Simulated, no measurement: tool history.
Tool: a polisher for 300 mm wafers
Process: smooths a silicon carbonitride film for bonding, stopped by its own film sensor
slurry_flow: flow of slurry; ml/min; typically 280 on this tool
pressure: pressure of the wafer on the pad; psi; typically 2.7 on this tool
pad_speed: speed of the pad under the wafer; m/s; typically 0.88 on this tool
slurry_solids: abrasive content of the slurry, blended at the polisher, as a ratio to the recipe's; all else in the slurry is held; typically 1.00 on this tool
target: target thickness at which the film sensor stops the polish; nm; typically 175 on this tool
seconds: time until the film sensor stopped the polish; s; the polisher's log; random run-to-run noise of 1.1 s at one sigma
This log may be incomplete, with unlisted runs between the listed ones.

run    hour  slurry_flow  pressure  pad_speed  slurry_solids  target  wafers since the last listed run  wafers polished on this pad  hours since the slurry nozzle was cleaned  hours since the head pressure was calibrated  hours since the slurry blender was calibrated  incoming thickness of the incoming film, nm  seconds
  1     0.0          280       2.7       0.88           1.00     175                                 0                          956                                      359.6                                         318.9                                          498.2                                        208.8    118.2
        7.4  -- slurry blender recalibrated
  2    81.2          280       2.7       0.88           1.00     175                               510                         1467                                      440.8                                         400.1                                           73.8                                        208.3    120.6
       92.5  -- slurry nozzle cleaned
  3   164.1          280       2.7       0.88           1.00     175                               528                         1995                                       71.6                                         483.0                                          156.7                                        210.3    120.6
  4   202.6          335       2.7       0.82           1.00     175                               248                         2244                                      110.1                                         521.5                                          195.2                                        211.1    127.8
      275.2  -- worn pad replaced by a new one
  5   301.2          280       2.7       0.88           0.85     175                               610                          167                                      208.7                                         620.1                                          293.8                                        211.9    135.3
  6   366.9          280       2.7       0.88           0.85     175                               423                          591                                      274.4                                         685.8                                          359.5                                        210.1    134.8
      401.3  -- slurry blender recalibrated
  7   472.5          280       2.3       0.88           1.00     175                               668                         1259                                      380.0                                         791.4                                           71.2                                        210.3    144.0
  8   512.7          280       2.3       0.88           1.00     175                               259                         1518                                      420.2                                         831.6                                          111.4                                        208.9    137.8
      531.2  -- head pressure recalibrated
      548.4  -- slurry nozzle cleaned
  9   548.9          280       2.7       0.88           1.00     175                               214                         1732                                        0.5                                          17.7                                          147.6                                        211.6    123.1
 10   592.1          280       2.7       0.88           1.00     175                               278                         2011                                       43.7                                          60.9                                          190.8                                        209.9    118.7
 11   657.6          280       2.7       0.88           1.00     175                               422                         2433                                      109.2                                         126.4                                          256.3                                        213.7    133.0
      679.3  -- worn pad replaced by a new one
 12   693.9          225       2.7       0.88           1.00     175                               208                           94                                      145.5                                         162.7                                          292.6                                        211.3    127.1
 13   749.8          280       2.7       0.88           1.00     175                               360                          454                                      201.4                                         218.6                                          348.5                                        210.4    122.7
      805.3  -- slurry blender recalibrated
 14   811.2          210       2.7       0.88           1.00     175                               383                          837                                      262.8                                         280.0                                            5.9                                        206.8    119.0
 15   918.8          355       3.3       0.60           1.00     178                               693                         1531                                      370.4                                         387.6                                          113.5                                        211.6    120.0
      987.7  -- slurry nozzle cleaned
 16   995.5          200       2.7       0.88           1.00     175                               488                         2020                                        7.8                                         464.3                                          190.2                                        213.7    138.9
     1059.4  -- worn pad replaced by a new one
 17  1095.2          280       2.7       0.88           1.00     175                               617                          231                                      107.5                                         564.0                                          289.9                                        210.6    118.3
 18  1174.9          205       2.7       0.88           1.00     175                               514                          745                                      187.2                                         643.7                                          369.6                                        213.5    144.0
 19  1254.7          280       2.7       0.88           1.00     175                               514                         1259                                      267.0                                         723.5                                          449.4                                        209.2    122.4
     1262.3  -- slurry blender recalibrated
 20  1300.7          280       3.2       0.80           1.00     167                               283                         1543                                      313.0                                         769.5                                           38.4                                        209.4    139.2
     1348.7  -- head pressure recalibrated
 21  1382.1          345       2.2       0.74           1.00     168                               512                         2055                                      394.4                                          33.4                                          119.8                                        210.1    189.2
     1413.1  -- worn pad replaced by a new one
 22  1433.1          315       2.7       0.88           0.80     175                               303                          128                                      445.4                                          84.4                                          170.8                                        210.3    137.8
     1496.6  -- slurry nozzle cleaned
     1662.5  -- slurry blender recalibrated
 23  1731.0          210       2.7       0.88           0.85     170                              1901                         2030                                      234.4                                         382.3                                           68.5                                        209.7    161.5
     1832.5  -- worn pad replaced by a new one
 24  1833.0          280       2.7       0.88           0.75     187                               632                            3                                      336.4                                         484.3                                          170.5                                        206.1     76.0
 25  1873.9          280       2.7       0.88           1.20     175                               263                          266                                      377.3                                         525.2                                          211.4                                        210.3    112.3

What would each run have given without the hidden state, its run-to-run variation left as it was?
Unlogged tool condition in this case: removal rate lost through wear of the pad, %; slurry flow missing at the pad, %; deviation of the head's pressure from its setpoint, %; abrasive missing from the slurry, %.
run  seconds
  1    105.7
  2    106.4
  3    112.4
  4    118.5
  5    126.0
  6    122.1
  7    127.1
  8    120.9
  9    116.1
 10    110.3
 11    121.1
 12    118.5
 13    112.6
 14    104.1
 15    107.0
 16    129.9
 17    111.8
 18    128.0
 19    108.6
 20    122.3
 21    167.0
 22    124.7
 23    140.7
 24     70.2
 25    101.9
